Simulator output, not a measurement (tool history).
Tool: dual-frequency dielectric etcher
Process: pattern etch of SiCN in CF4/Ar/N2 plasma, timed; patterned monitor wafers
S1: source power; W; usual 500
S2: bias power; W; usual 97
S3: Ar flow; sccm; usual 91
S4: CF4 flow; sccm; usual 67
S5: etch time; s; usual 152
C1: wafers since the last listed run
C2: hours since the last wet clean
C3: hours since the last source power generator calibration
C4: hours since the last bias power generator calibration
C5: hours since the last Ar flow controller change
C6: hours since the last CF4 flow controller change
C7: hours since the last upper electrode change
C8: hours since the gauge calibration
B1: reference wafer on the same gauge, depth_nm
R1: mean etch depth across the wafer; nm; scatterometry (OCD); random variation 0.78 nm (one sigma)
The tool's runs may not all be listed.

| run | hour | S1 | S2 | S3 | S4 | S5 | C1 | C2 | C3 | C4 | C5 | C6 | C7 | C8 | B1 | R1 |
|---|---|---|---|---|---|---|---|---|---|---|---|---|---|---|---|---|
| 1 | 0 | 500 | 111 | 91 | 67 | 152 | 0 | 60.6 | 3164 | 3994.9 | 3273.8 | 3337.8 | 0.5 | 737.5 | 149 | 174.6 |
| 2 | 8.8 | 500 | 111 | 91 | 67 | 152 | 74 | 69.4 | 3172.8 | 4003.7 | 3282.6 | 3346.6 | 9.3 | 746.3 | 149 | 175.2 |
| 3 | 36.6 | 500 | 97 | 91 | 67 | 152 | 234 | 97.2 | 3200.6 | 4031.5 | 3310.4 | 3374.4 | 37.1 | 774.1 | 149 | 168.8 |
| 4 | 50.5 | 500 | 97 | 91 | 67 | 152 | 117 | 111.1 | 3214.5 | 4045.4 | 3324.3 | 3388.3 | 51 | 788 | 149.2 | 169.7 |
|  | 66.2 | source power generator calibrated |
|  | 67.8 | Ar flow controller replaced |
| 5 | 68.3 | 500 | 97 | 91 | 67 | 152 | 102 | 128.9 | 2.1 | 4063.2 | 0.5 | 3406.1 | 68.8 | 805.8 | 149.1 | 170 |
|  | 75.2 | bias power generator calibrated |
| 6 | 89.1 | 500 | 97 | 91 | 67 | 152 | 141 | 149.7 | 22.9 | 13.9 | 21.3 | 3426.9 | 89.6 | 826.6 | 149 | 171.8 |
| 7 | 102.5 | 570 | 84 | 84 | 67 | 132 | 112 | 163.1 | 36.3 | 27.3 | 34.7 | 3440.3 | 103 | 840 | 148.9 | 156 |
|  | 113.6 | gauge calibrated |
| 8 | 137.7 | 500 | 97 | 91 | 78 | 152 | 296 | 198.3 | 71.5 | 62.5 | 69.9 | 3475.5 | 138.2 | 24.1 | 148.9 | 174.7 |
| 9 | 170.8 | 540 | 97 | 91 | 51 | 140 | 278 | 231.4 | 104.6 | 95.6 | 103 | 3508.6 | 171.3 | 57.2 | 148.8 | 159.7 |
|  | 252 | CF4 flow controller replaced |
|  | 277.4 | wet clean of the chamber |
| 10 | 277.9 | 500 | 97 | 91 | 67 | 152 | 649 | 0.5 | 211.7 | 202.7 | 210.1 | 25.9 | 278.4 | 164.3 | 148.9 | 168.6 |
| 11 | 295.6 | 500 | 97 | 91 | 67 | 152 | 149 | 18.2 | 229.4 | 220.4 | 227.8 | 43.6 | 296.1 | 182 | 149.1 | 168.4 |
| 12 | 313.2 | 500 | 97 | 91 | 79 | 131.5 | 148 | 35.8 | 247 | 238 | 245.4 | 61.2 | 313.7 | 199.6 | 148.8 | 148 |
| 13 | 332 | 500 | 97 | 81 | 67 | 152 | 158 | 54.6 | 265.8 | 256.8 | 264.2 | 80 | 332.5 | 218.4 | 149.2 | 171.7 |
| 14 | 349.7 | 500 | 97 | 91 | 67 | 152 | 149 | 72.3 | 283.5 | 274.5 | 281.9 | 97.7 | 350.2 | 236.1 | 148.8 | 169.4 |
| 15 | 375.6 | 500 | 80 | 91 | 67 | 152 | 218 | 98.2 | 309.4 | 300.4 | 307.8 | 123.6 | 376.1 | 262 | 149 | 161.7 |
| 16 | 409.3 | 500 | 107 | 91 | 83 | 152 | 283 | 131.9 | 343.1 | 334.1 | 341.5 | 157.3 | 409.8 | 295.7 | 148.7 | 178.8 |
| 17 | 436.1 | 440 | 97 | 105 | 67 | 152 | 225 | 158.7 | 369.9 | 360.9 | 368.3 | 184.1 | 436.6 | 322.5 | 149.1 | 156.6 |
| 18 | 465.9 | 500 | 83 | 91 | 67 | 152 | 250 | 188.5 | 399.7 | 390.7 | 398.1 | 213.9 | 466.4 | 352.3 | 148.9 | 165.3 |
| 19 | 481.8 | 500 | 97 | 81 | 67 | 120 | 133 | 204.4 | 415.6 | 406.6 | 414 | 229.8 | 482.3 | 368.2 | 149.3 | 137.2 |
| 20 | 505.4 | 590 | 110 | 71 | 54 | 152 | 198 | 228 | 439.2 | 430.2 | 437.6 | 253.4 | 505.9 | 391.8 | 148.9 | 196.8 |

Hidden state or all else? Some run-to-run changes of R1, split into what the settings, what came in and random variation would give without the hidden state, and what is left for the hidden state (with any gauge scatter that isn't in both results):
The hidden state here: etch rate over this chamber's usual, %; source power that arrives over what is set, %; bias power that arrives over what is set, %; Ar flow that arrives over what is set, %; CF4 flow that arrives over what is set, %; gauge reads high (%).
Run 9 -> 10: S1 540 -> 500, S4 51 -> 67, S5 140 -> 152, CF4 flow controller replaced, wet clean of the chamber. R1 +8.9 nm: hidden state -4.2, all else +13.1.
Run 18 -> 19: S2 83 -> 97, S3 91 -> 81, S5 152 -> 120. R1 -28.1 nm: hidden state -0.5, all else -27.6.
Run 19 -> 20: S1 500 -> 590, S2 97 -> 110, S3 81 -> 71, S4 67 -> 54, S5 120 -> 152. R1 +59.6 nm: hidden state +2.1, all else +57.5.

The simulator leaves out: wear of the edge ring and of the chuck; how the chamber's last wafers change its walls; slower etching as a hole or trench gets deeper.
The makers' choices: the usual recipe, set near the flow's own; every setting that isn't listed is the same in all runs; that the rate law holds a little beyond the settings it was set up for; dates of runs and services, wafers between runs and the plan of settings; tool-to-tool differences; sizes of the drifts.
